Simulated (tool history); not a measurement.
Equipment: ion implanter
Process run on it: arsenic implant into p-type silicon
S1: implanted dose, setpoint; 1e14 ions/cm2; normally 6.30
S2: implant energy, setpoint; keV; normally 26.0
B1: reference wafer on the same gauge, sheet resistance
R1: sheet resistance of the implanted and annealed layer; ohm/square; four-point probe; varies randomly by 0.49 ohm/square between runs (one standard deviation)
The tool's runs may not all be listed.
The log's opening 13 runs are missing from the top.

run	day	S1	S2	B1	R1
14	30.796	6.30	22.5	132.89	165.99
15	33.679	6.30	22.5	133.06	165.14
16	36.150	6.30	22.5	132.92	164.39
# day 38.183: Faraday cup replaced and dose calibrated
17	38.204	7.43	32.0	132.94	139.67
18	39.521	6.30	18.0	133.01	174.39
19	41.058	7.43	32.0	133.01	139.68
20	42.258	5.40	34.5	133.10	174.90
21	43.958	4.90	22.0	133.02	200.32
22	45.062	7.90	26.0	132.95	139.80
23	47.050	7.22	33.5	133.06	140.39
24	48.071	6.97	26.0	133.00	152.07
25	50.750	4.65	18.5	132.94	212.12
# day 52.754: extraction supply calibrated
26	53.421	5.12	26.0	132.88	188.48
27	56.033	6.30	26.0	133.10	162.31
28	58.675	7.98	22.0	133.03	142.67
29	60.842	6.30	26.0	133.02	161.98
30	63.633	6.30	26.0	132.95	160.92
31	65.029	6.79	18.0	132.92	164.38
32	66.933	7.27	32.0	132.97	140.03

What if the next run were any one of these 4? Each begins from the tool's condition after run 32:
A	66.950	6.84	26.0	?	?
B	66.950	5.71	30.0	?	?
C	66.950	6.88	26.0	?	?
D	66.950	7.59	29.0	?	?

run	B1	R1
A	132.94	152.65
B	132.94	169.59
C	132.94	152.03
D	132.94	138.78
The same runs, with their run-to-run variation unchanged, on a tool lacking any hidden condition would have given:
run	R1
A	155.01
B	172.37
C	154.38
D	140.91
